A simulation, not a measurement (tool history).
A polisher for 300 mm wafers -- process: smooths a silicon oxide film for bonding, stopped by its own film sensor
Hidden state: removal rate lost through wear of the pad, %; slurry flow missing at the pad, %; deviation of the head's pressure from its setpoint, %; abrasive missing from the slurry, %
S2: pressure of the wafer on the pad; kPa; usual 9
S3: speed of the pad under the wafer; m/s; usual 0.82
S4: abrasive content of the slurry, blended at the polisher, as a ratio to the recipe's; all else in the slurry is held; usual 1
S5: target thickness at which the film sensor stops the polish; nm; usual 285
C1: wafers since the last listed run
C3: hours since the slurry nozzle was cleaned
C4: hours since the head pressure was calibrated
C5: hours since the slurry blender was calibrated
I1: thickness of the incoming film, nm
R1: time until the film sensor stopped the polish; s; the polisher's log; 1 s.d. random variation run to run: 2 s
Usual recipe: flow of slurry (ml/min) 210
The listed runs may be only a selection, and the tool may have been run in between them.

run 1 hour=0 | flow_of_slurry_(ml/min)=230 S2=9 S3=0.82 S4=1 S5=285 | C1=0 wafers_polished_on_this_pad=477 C3=32.2 C4=254.1 C5=136.8 | I1=330.1 | R1=108.6
run 2 hour=13.2 | flow_of_slurry_(ml/min)=230 S2=9 S3=0.82 S4=1 S5=285 | C1=140 wafers_polished_on_this_pad=617 C3=45.4 C4=267.3 C5=150 | I1=336.3 | R1=125.5
run 3 hour=41.7 | flow_of_slurry_(ml/min)=210 S2=9 S3=0.82 S4=1 S5=285 | C1=303 wafers_polished_on_this_pad=921 C3=73.9 C4=295.8 C5=178.5 | I1=332 | R1=116.4
run 4 hour=62.4 | flow_of_slurry_(ml/min)=210 S2=9 S3=0.82 S4=1 S5=285 | C1=220 wafers_polished_on_this_pad=1141 C3=94.6 C4=316.5 C5=199.2 | I1=326.2 | R1=98.5
-- hour=79.8 head pressure recalibrated
-- hour=86.3 slurry blender recalibrated
run 5 hour=88.6 | flow_of_slurry_(ml/min)=210 S2=9 S3=0.82 S4=1 S5=285 | C1=236 wafers_polished_on_this_pad=1377 C3=120.8 C4=8.8 C5=2.3 | I1=328.7 | R1=106.2
run 6 hour=112.8 | flow_of_slurry_(ml/min)=210 S2=9 S3=0.82 S4=1.1 S5=285 | C1=257 wafers_polished_on_this_pad=1635 C3=145 C4=33 C5=26.5 | I1=326.3 | R1=95.1
run 7 hour=131.4 | flow_of_slurry_(ml/min)=210 S2=9 S3=0.82 S4=1 S5=285 | C1=197 wafers_polished_on_this_pad=1833 C3=163.6 C4=51.6 C5=45.1 | I1=329.5 | R1=108.7
run 8 hour=154 | flow_of_slurry_(ml/min)=210 S2=9 S3=0.82 S4=1 S5=285 | C1=240 wafers_polished_on_this_pad=2073 C3=186.2 C4=74.2 C5=67.7 | I1=331.8 | R1=115.4
run 9 hour=176.2 | flow_of_slurry_(ml/min)=210 S2=6.2 S3=1.08 S4=0.8 S5=300 | C1=236 wafers_polished_on_this_pad=2310 C3=208.4 C4=96.4 C5=89.9 | I1=330.1 | R1=95.1
run 10 hour=199.7 | flow_of_slurry_(ml/min)=275 S2=9 S3=0.82 S4=1 S5=270 | C1=250 wafers_polished_on_this_pad=2560 C3=231.9 C4=119.9 C5=113.4 | I1=329.4 | R1=138.3
-- hour=210 worn pad replaced by a new one
run 11 hour=220.2 | flow_of_slurry_(ml/min)=210 S2=9 S3=0.96 S4=1 S5=285 | C1=175 wafers_polished_on_this_pad=109 C3=252.4 C4=140.4 C5=133.9 | I1=329.6 | R1=92.8
run 12 hour=244.5 | flow_of_slurry_(ml/min)=210 S2=9 S3=0.82 S4=1 S5=285 | C1=258 wafers_polished_on_this_pad=367 C3=276.7 C4=164.7 C5=158.2 | I1=326.5 | R1=102.3
run 13 hour=265.4 | flow_of_slurry_(ml/min)=285 S2=9 S3=0.82 S4=0.75 S5=285 | C1=222 wafers_polished_on_this_pad=590 C3=297.6 C4=185.6 C5=179.1 | I1=326.8 | R1=116
run 14 hour=287.6 | flow_of_slurry_(ml/min)=210 S2=9 S3=0.82 S4=0.8 S5=285 | C1=236 wafers_polished_on_this_pad=826 C3=319.8 C4=207.8 C5=201.3 | I1=328.3 | R1=122.4
run 15 hour=311.3 | flow_of_slurry_(ml/min)=280 S2=6.2 S3=0.82 S4=1 S5=285 | C1=252 wafers_polished_on_this_pad=1078 C3=343.5 C4=231.5 C5=225 | I1=325.8 | R1=136.6
-- hour=336.8 slurry blender recalibrated
run 16 hour=345.9 | flow_of_slurry_(ml/min)=210 S2=9.7 S3=0.82 S4=1 S5=285 | C1=346 wafers_polished_on_this_pad=1425 C3=378.1 C4=266.1 C5=9.1 | I1=329.9 | R1=100.7
run 17 hour=367.7 | flow_of_slurry_(ml/min)=210 S2=11 S3=0.82 S4=0.75 S5=280 | C1=232 wafers_polished_on_this_pad=1657 C3=399.9 C4=287.9 C5=30.9 | I1=333.8 | R1=126.4
-- hour=443.8 head pressure recalibrated
run 18 hour=459.3 | flow_of_slurry_(ml/min)=210 S2=12.4 S3=0.82 S4=1 S5=293 | C1=953 wafers_polished_on_this_pad=2611 C3=491.5 C4=15.5 C5=122.5 | I1=329.5 | R1=63.1
-- hour=471.4 worn pad replaced by a new one
run 19 hour=490.9 | flow_of_slurry_(ml/min)=165 S2=9 S3=0.64 S4=1 S5=285 | C1=293 wafers_polished_on_this_pad=207 C3=523.1 C4=47.1 C5=154.1 | I1=330.9 | R1=143.7
run 20 hour=517.3 | flow_of_slurry_(ml/min)=255 S2=5.5 S3=0.72 S4=1.3 S5=285 | C1=280 wafers_polished_on_this_pad=488 C3=549.5 C4=73.5 C5=180.5 | I1=334.9 | R1=183.3
run 21 hour=552.5 | flow_of_slurry_(ml/min)=210 S2=9 S3=0.82 S4=1 S5=271 | C1=374 wafers_polished_on_this_pad=863 C3=584.7 C4=108.7 C5=215.7 | I1=329.1 | R1=143.4
-- hour=574.7 slurry blender recalibrated
run 22 hour=586.7 | flow_of_slurry_(ml/min)=235 S2=7.6 S3=0.82 S4=1.25 S5=277 | C1=342 wafers_polished_on_this_pad=1205 C3=618.9 C4=142.9 C5=12 | I1=335.8 | R1=147.3
run 23 hour=602.8 | flow_of_slurry_(ml/min)=210 S2=9 S3=0.96 S4=1 S5=285 | C1=171 wafers_polished_on_this_pad=1377 C3=635 C4=159 C5=28.1 | I1=330.3 | R1=99.4
run 24 hour=624.5 | flow_of_slurry_(ml/min)=210 S2=9 S3=0.82 S4=1 S5=285 | C1=230 wafers_polished_on_this_pad=1608 C3=656.7 C4=180.7 C5=49.8 | I1=331.6 | R1=113.3
run 25 hour=652.3 | flow_of_slurry_(ml/min)=280 S2=6.2 S3=0.82 S4=1 S5=285 | C1=295 wafers_polished_on_this_pad=1903 C3=684.5 C4=208.5 C5=77.6 | I1=334.7 | R1=166.1
run 26 hour=671.3 | flow_of_slurry_(ml/min)=250 S2=6.2 S3=0.96 S4=0.75 S5=285 | C1=202 wafers_polished_on_this_pad=2106 C3=703.5 C4=227.5 C5=96.6 | I1=333.9 | R1=179.2
-- hour=690.5 slurry nozzle cleaned
-- hour=719.3 worn pad replaced by a new one
run 27 hour=757 | flow_of_slurry_(ml/min)=210 S2=6.9 S3=1.1 S4=1 S5=294 | C1=858 wafers_polished_on_this_pad=401 C3=66.5 C4=313.2 C5=182.3 | I1=332.3 | R1=95.3
-- hour=775.7 head pressure recalibrated
run 28 hour=792.3 | flow_of_slurry_(ml/min)=270 S2=6.9 S3=0.82 S4=1.25 S5=285 | C1=354 wafers_polished_on_this_pad=755 C3=101.8 C4=16.6 C5=217.6 | I1=325.4 | R1=113.5
run 29 hour=825.9 | flow_of_slurry_(ml/min)=210 S2=9 S3=1.02 S4=1 S5=285 | C1=357 wafers_polished_on_this_pad=1113 C3=135.4 C4=50.2 C5=251.2 | I1=324.5 | R1=80.4

Predict each of these 5 candidate next runs independently; none follows another, all start after run 29:
run A hour=826.4 | flow_of_slurry_(ml/min)=210 S2=9 S3=0.82 S4=1 S5=285 | C1=5 wafers_polished_on_this_pad=1118 C3=135.9 C4=50.7 C5=251.7 | I1=334.9 | R1=?
run B hour=826.4 | flow_of_slurry_(ml/min)=210 S2=10.3 S3=0.82 S4=0.7 S5=271 | C1=5 wafers_polished_on_this_pad=1118 C3=135.9 C4=50.7 C5=251.7 | I1=334.9 | R1=?
run C hour=826.4 | flow_of_slurry_(ml/min)=210 S2=9 S3=0.82 S4=1 S5=289 | C1=5 wafers_polished_on_this_pad=1118 C3=135.9 C4=50.7 C5=251.7 | I1=334.9 | R1=?
run D hour=826.4 | flow_of_slurry_(ml/min)=250 S2=9 S3=0.82 S4=1 S5=289 | C1=5 wafers_polished_on_this_pad=1118 C3=135.9 C4=50.7 C5=251.7 | I1=334.9 | R1=?
run E hour=826.4 | flow_of_slurry_(ml/min)=285 S2=10.3 S3=0.82 S4=1 S5=285 | C1=5 wafers_polished_on_this_pad=1118 C3=135.9 C4=50.7 C5=251.7 | I1=334.9 | R1=?

run=A R1=117.9
run=B R1=168.8
run=C R1=108.4
run=D R1=106.2
run=E R1=98.8
Without the tool's unlogged condition, the same runs would have read:
run=A R1=117.9
run=B R1=168.8
run=C R1=108.4
run=D R1=106.2
run=E R1=98.8

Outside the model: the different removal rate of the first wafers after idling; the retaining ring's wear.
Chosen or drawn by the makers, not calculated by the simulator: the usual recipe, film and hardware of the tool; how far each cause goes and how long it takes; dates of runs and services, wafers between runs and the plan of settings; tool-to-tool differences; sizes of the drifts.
